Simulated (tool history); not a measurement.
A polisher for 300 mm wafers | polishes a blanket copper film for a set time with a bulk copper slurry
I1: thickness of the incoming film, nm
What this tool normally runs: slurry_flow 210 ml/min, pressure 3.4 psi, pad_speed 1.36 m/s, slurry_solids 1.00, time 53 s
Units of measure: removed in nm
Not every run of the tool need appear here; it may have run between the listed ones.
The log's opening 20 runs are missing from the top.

run 21 day=61.812 | slurry_flow=190 pressure=2.4 pad_speed=0.90 slurry_solids=1.15 time=53 | I1=3299.8 | removed=337.0
-- day=64.062 worn pad replaced by a new one
run 22 day=65.350 | slurry_flow=255 pressure=4.1 pad_speed=0.94 slurry_solids=0.80 time=53 | I1=3257.1 | removed=570.8
-- day=65.767 slurry blender recalibrated
run 23 day=68.288 | slurry_flow=210 pressure=2.8 pad_speed=1.76 slurry_solids=0.90 time=68 | I1=3339.3 | removed=930.0
run 24 day=70.054 | slurry_flow=160 pressure=3.4 pad_speed=1.36 slurry_solids=1.00 time=53 | I1=3299.4 | removed=653.1
run 25 day=72.292 | slurry_flow=280 pressure=3.4 pad_speed=0.88 slurry_solids=0.70 time=53 | I1=3253.1 | removed=421.9
run 26 day=75.008 | slurry_flow=210 pressure=3.4 pad_speed=1.36 slurry_solids=1.00 time=53 | I1=3319.3 | removed=658.5
-- day=77.671 slurry nozzle cleaned
-- day=83.333 head pressure recalibrated
run 27 day=87.850 | slurry_flow=210 pressure=3.4 pad_speed=1.36 slurry_solids=0.85 time=53 | I1=3251.3 | removed=681.2
-- day=88.983 slurry blender recalibrated
-- day=90.200 worn pad replaced by a new one
run 28 day=90.221 | slurry_flow=210 pressure=3.4 pad_speed=1.36 slurry_solids=1.00 time=53 | I1=3364.9 | removed=692.3
run 29 day=93.708 | slurry_flow=275 pressure=4.0 pad_speed=0.90 slurry_solids=1.00 time=53 | I1=3289.6 | removed=547.3
run 30 day=106.192 | slurry_flow=210 pressure=3.4 pad_speed=1.36 slurry_solids=1.15 time=67 | I1=3321.2 | removed=864.5
run 31 day=108.238 | slurry_flow=210 pressure=3.4 pad_speed=1.36 slurry_solids=1.00 time=53 | I1=3282.4 | removed=653.0

Alternative continuations, all from the tool just after run 31; predict every row:
run A day=108.254 | slurry_flow=210 pressure=3.9 pad_speed=1.36 slurry_solids=1.00 time=53 | I1=3344.2 | removed=?
run B day=108.254 | slurry_flow=280 pressure=3.4 pad_speed=1.08 slurry_solids=1.00 time=53 | I1=3344.2 | removed=?
run C day=108.254 | slurry_flow=210 pressure=3.8 pad_speed=0.96 slurry_solids=1.00 time=46 | I1=3344.2 | removed=?

run=A removed=766.7
run=B removed=546.0
run=C removed=457.7
With the hidden condition removed and each run's random variation left untouched, the same runs would have given:
run=A removed=854.2
run=B removed=608.3
run=C removed=509.9
